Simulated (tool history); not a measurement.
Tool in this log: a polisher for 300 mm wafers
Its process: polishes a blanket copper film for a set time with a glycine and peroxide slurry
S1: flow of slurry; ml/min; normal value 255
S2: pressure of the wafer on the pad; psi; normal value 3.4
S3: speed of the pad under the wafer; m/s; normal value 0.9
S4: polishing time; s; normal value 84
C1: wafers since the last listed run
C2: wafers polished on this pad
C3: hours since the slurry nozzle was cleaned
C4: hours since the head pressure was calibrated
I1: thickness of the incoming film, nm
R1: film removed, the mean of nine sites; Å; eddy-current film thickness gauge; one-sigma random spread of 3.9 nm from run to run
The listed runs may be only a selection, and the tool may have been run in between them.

run     day   S1   S2    S3   S4   C1    C2     C3      C4      I1    R1
  1       0  255  3.4   0.9   84    0   730  321.3  1017.2  2367.6  4386
  2   0.454  255  3.4   0.9   84   77   808  332.2  1028.1  2421.7  4336
  3   0.775  255  4.3  1.04   84   55   863  339.9  1035.8  2395.1  6006
  4   1.462  255  3.4   0.9   73  117   981  356.4  1052.3  2356.5  3794
  5   1.833  255  3.4   0.9   73   63  1045  365.3  1061.2  2386.7  3805
  6   2.204  255  3.4   0.9   84   63  1109  374.2  1070.1  2366.4  4274
  7   2.667  255  3.4  1.12   84   79  1188  385.3  1081.2  2387.8  5238
  8   3.162  255  3.4  1.12   84   85  1273  397.2  1093.1  2393.5  5141
  9   3.871  255  3.4   0.9   84  121  1394  414.2  1110.1  2350.7  4181
 10   4.179  255  3.4   0.9   84   52  1447  421.6  1117.5  2357.7  4224
 11   4.496  255  3.4   0.9   84   54  1502  429.2  1125.1  2364.3  4232
 12   4.779  305  3.4   0.9   90   48  1550    436  1131.9  2377.6  4616
      5.229  -- worn pad replaced by a new one
 13   5.438  305  3.4   0.9   90   84    36  451.8  1147.7  2398.5  4864
 14   5.721  255  3.4   0.9   84   48    84  458.6  1154.5  2346.1  4439
 15   7.504  255  3.4   0.9   84  305   390  501.4  1197.3  2373.6  4384
      7.733  -- slurry nozzle cleaned
 16   7.796  255  3.4   0.9   84   42   433    1.5  1204.3  2360.9  4661
 17   8.379  255  3.4  1.06   74  100   533   15.5  1218.3  2403.1  4622
 18   8.879  255  4.4   0.8  102   85   619   27.5  1230.3  2412.8  6388
 19     9.6  295  2.9   0.9   84  123   743   44.8  1247.6  2375.9  4005
 20   9.904  305  2.5   0.9  108   52   795   52.1  1254.9  2379.9  4582
 21  10.592  255  3.4   0.9   84  117   913   68.6  1271.4  2383.6  4465
 22  11.012  190  3.4   0.9  109   72   985   78.7  1281.5  2381.3  5698
 23  11.729  285  3.4  1.18   84  122  1108   95.9  1298.7  2354.6  5568
 24  12.325  255  3.4   0.9   84  102  1210  110.2    1313  2382.4  4387
 25  12.771  255  3.4   0.9   72   76  1286  120.9  1323.7  2427.5  3758
     12.883  -- head pressure recalibrated
 26  13.192  255  3.4   0.9   84   57  1344    131     7.4  2371.5  4348
 27  13.879  185  3.4  0.62   61  117  1462  147.5    23.9  2368.1  2262
     14.208  -- worn pad replaced by a new one
 28  14.229  255  2.2  0.72  112   31     3  155.9    32.3  2409.6  3556
 29  14.783  255    4   0.9   84   95    98  169.2    45.6  2399.4  5197
 30  15.204  255  3.4  1.12   84   72   170  179.3    55.7  2434.8  5423
 31  15.796  255  4.3  1.12   84  101   272  193.5    69.9  2414.6  6559
 32  16.488  255  4.5   0.9   84  118   390  210.1    86.5  2405.4  5630
 33  17.183  255  3.4   0.9   57  119   510  226.8   103.2  2374.1  3016
 34    17.5  255  3.4   0.8   84   54   564  234.4   110.8  2373.2  4001
 35    18.1  330    3   0.7  104  102   667  248.8   125.2  2408.7  4138
 36  18.721  255  3.7   0.9   84  106   773  263.7   140.1  2395.2  4670
 37  19.408  255  3.4   0.9   84  117   891  280.2   156.6  2340.8  4372

Table of differences, measured result less the result of that run with no hidden state. Run-to-run variation is the same in both. Gauge scatter possibly is not:
Hidden state at play: removal rate lost through wear of the pad, %; slurry flow missing at the pad, %; deviation of the head's pressure from its setpoint, %.
run    R1
  1  -259
  2  -271
  3  -392
  4  -270
  5  -283
  6  -334
  7  -435
  8  -456
  9  -406
 10  -429
 11  -447
 12  -479
 13  -240
 14  -245
 15  -261
 16   -47
 17   -70
 18  -126
 19  -103
 20  -130
 21  -166
 22  -256
 23  -274
 24  -255
 25  -242
 26  -306
 27  -194
 28  -128
 29  -196
 30  -212
 31  -272
 32  -252
 33  -146
 34  -202
 35  -203
 36  -276
 37  -283

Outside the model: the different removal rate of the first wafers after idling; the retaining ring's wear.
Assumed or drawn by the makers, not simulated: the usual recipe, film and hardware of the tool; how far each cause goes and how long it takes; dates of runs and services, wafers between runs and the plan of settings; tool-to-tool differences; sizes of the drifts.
